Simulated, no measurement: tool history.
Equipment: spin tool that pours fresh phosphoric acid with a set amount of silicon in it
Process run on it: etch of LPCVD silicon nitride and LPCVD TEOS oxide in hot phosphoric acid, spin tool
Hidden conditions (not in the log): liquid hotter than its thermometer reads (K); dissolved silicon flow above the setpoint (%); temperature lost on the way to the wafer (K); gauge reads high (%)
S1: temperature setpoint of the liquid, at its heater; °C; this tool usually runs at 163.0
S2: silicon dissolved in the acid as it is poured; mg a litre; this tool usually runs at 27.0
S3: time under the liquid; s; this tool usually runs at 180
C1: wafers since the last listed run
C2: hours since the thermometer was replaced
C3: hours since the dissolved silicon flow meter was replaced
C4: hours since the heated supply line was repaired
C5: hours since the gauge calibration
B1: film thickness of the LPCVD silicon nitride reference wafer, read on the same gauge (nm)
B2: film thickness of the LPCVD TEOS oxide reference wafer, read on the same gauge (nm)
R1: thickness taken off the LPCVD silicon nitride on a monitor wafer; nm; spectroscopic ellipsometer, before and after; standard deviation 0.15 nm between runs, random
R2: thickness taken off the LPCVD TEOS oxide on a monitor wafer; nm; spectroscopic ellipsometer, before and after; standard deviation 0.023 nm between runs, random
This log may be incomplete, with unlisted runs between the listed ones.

run    hour     S1    S2   S3    C1      C2      C3      C4      C5     B1      B2     R1     R2
  1     0.0  163.0  27.0  180     0  1347.1    13.0  3024.0  2321.8  50.00  49.988  16.67  0.276
       15.6  -- heated supply line repaired
  2    64.8  163.0  27.0  180   388  1411.9    77.8    49.2  2386.6  49.99  50.027  16.67  0.321
       77.2  -- gauge calibrated
  3   160.2  163.0  27.0  180   580  1507.3   173.2   144.6    83.0  50.00  50.009  16.74  0.301
  4   226.0  160.0  46.5  245   400  1573.1   239.0   210.4   148.8  49.98  49.989  20.62  0.132
  5   277.5  163.0  27.0  180   313  1624.6   290.5   261.9   200.3  49.95  50.032  16.85  0.343
  6   338.8  163.0  46.0  180   373  1685.9   351.8   323.2   261.6  50.00  49.982  16.91  0.118
  7   412.0  161.0  46.0  140   445  1759.1   425.0   396.4   334.8  50.01  50.011  12.23  0.078
  8   496.7  163.0  17.5  180   515  1843.8   509.7   481.1   419.5  50.00  49.989  17.21  0.423
  9   604.1  163.0  27.0  180   653  1951.2   617.1   588.5   526.9  49.97  49.998  16.99  0.292
 10   693.1  166.0  27.0  180   541  2040.2   706.1   677.5   615.9  49.97  49.966  18.82  0.441
 11   733.7  163.0  20.0   75   247  2080.8   746.7   718.1   656.5  49.97  50.031   7.18  0.200
      958.1  -- thermometer replaced
 12   986.2  163.0  27.0  135  1530    28.1   999.2   970.6   909.0  49.98  50.011  11.95  0.211
 13  1032.1  160.5  27.0  180   279    74.0  1045.1  1016.5   954.9  49.99  50.004  14.47  0.251
 14  1070.2  163.0  27.0  180   231   112.1  1083.2  1054.6   993.0  49.98  49.982  15.77  0.310
 15  1139.9  165.0  36.5  275   424   181.8  1152.9  1124.3  1062.7  50.00  50.015  25.98  0.314
 16  1204.2  161.5  18.0   80   391   246.1  1217.2  1188.6  1127.0  50.02  49.957   6.72  0.150
 17  1281.6  163.0  27.0  180   471   323.5  1294.6  1266.0  1204.4  50.00  50.007  16.14  0.311
 18  1388.8  161.5  11.5  270   652   430.7  1401.8  1373.2  1311.6  50.01  50.017  22.56  0.626
 19  1437.1  163.0  46.0  180   294   479.0  1450.1  1421.5  1359.9  49.98  50.019  16.35  0.107
 20  1481.8  164.0  16.5  280   272   523.7  1494.8  1466.2  1404.6  50.01  49.994  25.90  0.711
 21  1558.3  163.0  27.0  180   465   600.2  1571.3  1542.7  1481.1  50.02  49.968  16.11  0.317

Forecast each of these 5 alternatives for the next run:
  A  1558.8  163.0  34.0  180   3  600.7  1571.8  1543.2  1481.6   ?   ?   ?   ?
  B  1558.8  163.0  27.0  130   3  600.7  1571.8  1543.2  1481.6   ?   ?   ?   ?
  C  1558.8  164.0  27.0  180   3  600.7  1571.8  1543.2  1481.6   ?   ?   ?   ?
  D  1558.8  164.0  27.0   75   3  600.7  1571.8  1543.2  1481.6   ?   ?   ?   ?
  E  1558.8  162.0  41.5  270   3  600.7  1571.8  1543.2  1481.6   ?   ?   ?   ?

run     B1      B2     R1     R2
  A  50.00  50.021  16.17  0.218
  B  50.00  50.021  11.68  0.210
  C  50.00  50.021  16.71  0.313
  D  50.00  50.021   6.96  0.130
  E  50.00  50.021  23.47  0.196
Without the tool's unlogged condition, the same runs would have read:
run     R1     R2
  A  15.81  0.208
  B  11.42  0.200
  C  16.34  0.298
  D   6.81  0.124
  E  22.94  0.186

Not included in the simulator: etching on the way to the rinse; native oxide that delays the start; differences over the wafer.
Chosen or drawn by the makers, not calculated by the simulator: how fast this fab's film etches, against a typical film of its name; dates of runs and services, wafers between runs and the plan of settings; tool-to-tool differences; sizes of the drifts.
